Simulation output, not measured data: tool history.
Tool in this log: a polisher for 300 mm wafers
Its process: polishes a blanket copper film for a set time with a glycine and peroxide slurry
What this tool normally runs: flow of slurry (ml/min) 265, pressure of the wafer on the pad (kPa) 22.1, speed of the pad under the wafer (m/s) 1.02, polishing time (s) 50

run	hour	flow of slurry (ml/min)	pressure of the wafer on the pad (kPa)	speed of the pad under the wafer (m/s)	polishing time (s)	incoming thickness of the incoming film, nm	film removed (angstrom)
1	0.0	265	22.1	1.02	50	1838.3	2826
# hour 12.2: worn pad replaced by a new one
2	28.1	265	22.1	1.02	50	1828.5	2889
3	53.7	265	22.1	1.02	50	1812.9	2851
4	85.5	265	22.1	1.02	62	1803.7	3612
5	107.1	265	22.1	1.02	62	1813.1	3548
6	136.0	265	22.1	1.02	62	1847.1	3547
7	155.8	265	22.1	1.02	50	1784.8	2822
# hour 185.8: worn pad replaced by a new one
8	252.1	265	22.1	1.02	50	1806.6	2782
9	271.2	265	22.1	1.02	50	1805.7	2815
# hour 287.4: head pressure recalibrated
10	302.8	265	22.1	1.02	50	1819.6	2821
11	316.3	265	22.1	0.88	50	1830.2	2496
# hour 324.2: worn pad replaced by a new one
12	334.7	265	22.1	1.02	50	1831.0	2821
13	357.0	265	22.1	1.02	50	1818.6	2836
# hour 374.3: slurry nozzle cleaned
14	379.8	195	22.1	1.16	50	1785.5	3110

The next listed run, before its measurement:
15	399.8	265	22.1	1.02	50	1821.0	?

film removed (angstrom): 2946
On a tool with no hidden condition, and with the same random variation, this run would have come out at film removed (angstrom) 2954.

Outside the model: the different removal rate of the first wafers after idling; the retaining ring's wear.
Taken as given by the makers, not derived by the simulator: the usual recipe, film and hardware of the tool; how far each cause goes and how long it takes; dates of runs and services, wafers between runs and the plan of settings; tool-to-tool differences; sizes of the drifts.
